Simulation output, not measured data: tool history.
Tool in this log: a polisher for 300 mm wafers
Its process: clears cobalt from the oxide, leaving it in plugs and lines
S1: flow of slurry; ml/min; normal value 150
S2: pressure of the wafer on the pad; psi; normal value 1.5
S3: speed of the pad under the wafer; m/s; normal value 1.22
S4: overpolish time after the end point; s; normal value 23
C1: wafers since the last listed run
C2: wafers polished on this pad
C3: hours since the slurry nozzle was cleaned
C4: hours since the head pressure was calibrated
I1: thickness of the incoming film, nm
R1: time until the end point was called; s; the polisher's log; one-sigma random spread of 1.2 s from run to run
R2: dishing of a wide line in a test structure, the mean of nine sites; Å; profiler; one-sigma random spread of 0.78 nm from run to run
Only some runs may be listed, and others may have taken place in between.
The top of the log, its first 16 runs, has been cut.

{"run": 17, "hour": 397.7, "S1": 150, "S2": 1.5, "S3": 1.22, "S4": 23, "C1": 136, "C2": 572, "C3": 67.5, "C4": 679.3, "I1": 314.2, "R1": 75.6, "R2": 554}
{"run": 18, "hour": 421.8, "S1": 150, "S2": 1.5, "S3": 1.22, "S4": 23, "C1": 140, "C2": 713, "C3": 91.6, "C4": 703.4, "I1": 311.6, "R1": 74.7, "R2": 542}
{"run": 19, "hour": 435.2, "S1": 150, "S2": 1.5, "S3": 1.4, "S4": 10, "C1": 78, "C2": 792, "C3": 105, "C4": 716.8, "I1": 315.8, "R1": 67.7, "R2": 366}
{"run": 20, "hour": 450.3, "S1": 110, "S2": 1.3, "S3": 1.22, "S4": 23, "C1": 88, "C2": 880, "C3": 120.1, "C4": 731.9, "I1": 312.9, "R1": 90.7, "R2": 483}
{"hour": 478.5, "done": "worn pad replaced by a new one"}
{"run": 21, "hour": 481.7, "S1": 150, "S2": 1.5, "S3": 1.48, "S4": 35, "C1": 160, "C2": 18, "C3": 151.5, "C4": 763.3, "I1": 316.5, "R1": 62.9, "R2": 661}
{"run": 22, "hour": 496.4, "S1": 195, "S2": 1.8, "S3": 1, "S4": 18, "C1": 85, "C2": 104, "C3": 166.2, "C4": 778, "I1": 315.1, "R1": 68.7, "R2": 502}
{"hour": 502.5, "done": "head pressure recalibrated"}
{"run": 23, "hour": 514.7, "S1": 150, "S2": 1.5, "S3": 0.82, "S4": 13, "C1": 95, "C2": 199, "C3": 184.5, "C4": 12.2, "I1": 308.3, "R1": 111.9, "R2": 318}
{"run": 24, "hour": 547.3, "S1": 150, "S2": 1.5, "S3": 1.22, "S4": 23, "C1": 190, "C2": 390, "C3": 217.1, "C4": 44.8, "I1": 311.7, "R1": 81.7, "R2": 527}
{"run": 25, "hour": 573.8, "S1": 150, "S2": 1.5, "S3": 1.22, "S4": 17, "C1": 154, "C2": 545, "C3": 243.6, "C4": 71.3, "I1": 312.8, "R1": 81.7, "R2": 460}
{"run": 26, "hour": 598.1, "S1": 195, "S2": 1.8, "S3": 1.48, "S4": 13, "C1": 142, "C2": 687, "C3": 267.9, "C4": 95.6, "I1": 307.4, "R1": 56.9, "R2": 471}
{"run": 27, "hour": 632.4, "S1": 150, "S2": 1.5, "S3": 1.02, "S4": 23, "C1": 200, "C2": 888, "C3": 302.2, "C4": 129.9, "I1": 307.8, "R1": 93.1, "R2": 489}
{"hour": 652.7, "done": "worn pad replaced by a new one"}
{"run": 28, "hour": 659.4, "S1": 150, "S2": 1.5, "S3": 1.22, "S4": 23, "C1": 134, "C2": 39, "C3": 329.2, "C4": 156.9, "I1": 312, "R1": 83.6, "R2": 521}
{"run": 29, "hour": 676.9, "S1": 120, "S2": 1.8, "S3": 1.22, "S4": 35, "C1": 102, "C2": 141, "C3": 346.7, "C4": 174.4, "I1": 311.3, "R1": 72.6, "R2": 629}
{"run": 30, "hour": 690.6, "S1": 150, "S2": 2, "S3": 1.22, "S4": 28, "C1": 80, "C2": 221, "C3": 360.4, "C4": 188.1, "I1": 310.4, "R1": 59.9, "R2": 633}
{"hour": 691.8, "done": "slurry nozzle cleaned"}
{"run": 31, "hour": 714.4, "S1": 150, "S2": 1.5, "S3": 1.22, "S4": 23, "C1": 133, "C2": 354, "C3": 22.6, "C4": 211.9, "I1": 305.8, "R1": 78.2, "R2": 519}
{"run": 32, "hour": 748.2, "S1": 150, "S2": 1, "S3": 1.22, "S4": 23, "C1": 197, "C2": 552, "C3": 56.4, "C4": 245.7, "I1": 309.9, "R1": 121.6, "R2": 424}
{"run": 33, "hour": 846.0, "S1": 150, "S2": 1.9, "S3": 0.88, "S4": 30, "C1": 571, "C2": 1124, "C3": 154.2, "C4": 343.5, "I1": 312.1, "R1": 79.7, "R2": 578}
{"hour": 856.5, "done": "worn pad replaced by a new one"}
{"run": 34, "hour": 878.4, "S1": 150, "S2": 1.1, "S3": 1.64, "S4": 34, "C1": 166, "C2": 128, "C3": 186.6, "C4": 375.9, "I1": 309.5, "R1": 83.1, "R2": 607}
{"run": 35, "hour": 913.9, "S1": 150, "S2": 2, "S3": 0.92, "S4": 15, "C1": 207, "C2": 335, "C3": 222.1, "C4": 411.4, "I1": 314.4, "R1": 72.9, "R2": 449}

Forecast each of these 4 alternatives for the next run:
{"run": "A", "hour": 914.4, "S1": 150, "S2": 1.2, "S3": 1.22, "S4": 23, "C1": 2, "C2": 338, "C3": 222.6, "C4": 411.9, "I1": 308.5, "R1": "?", "R2": "?"}
{"run": "B", "hour": 914.4, "S1": 115, "S2": 1, "S3": 1.22, "S4": 31, "C1": 2, "C2": 338, "C3": 222.6, "C4": 411.9, "I1": 308.5, "R1": "?", "R2": "?"}
{"run": "C", "hour": 914.4, "S1": 150, "S2": 1.3, "S3": 1.38, "S4": 19, "C1": 2, "C2": 338, "C3": 222.6, "C4": 411.9, "I1": 308.5, "R1": "?", "R2": "?"}
{"run": "D", "hour": 914.4, "S1": 130, "S2": 1.5, "S3": 1.02, "S4": 18, "C1": 2, "C2": 338, "C3": 222.6, "C4": 411.9, "I1": 308.5, "R1": "?", "R2": "?"}

run=A R1=95.3 R2=484
run=B R1=121.3 R2=499
run=C R1=79.9 R2=479
run=D R1=89.8 R2=435
The same runs, with their run-to-run variation unchanged, on a tool lacking any hidden condition would have given:
run=A R1=100.4 R2=470
run=B R1=127.9 R2=486
run=C R1=84.2 R2=466
run=D R1=94.7 R2=422
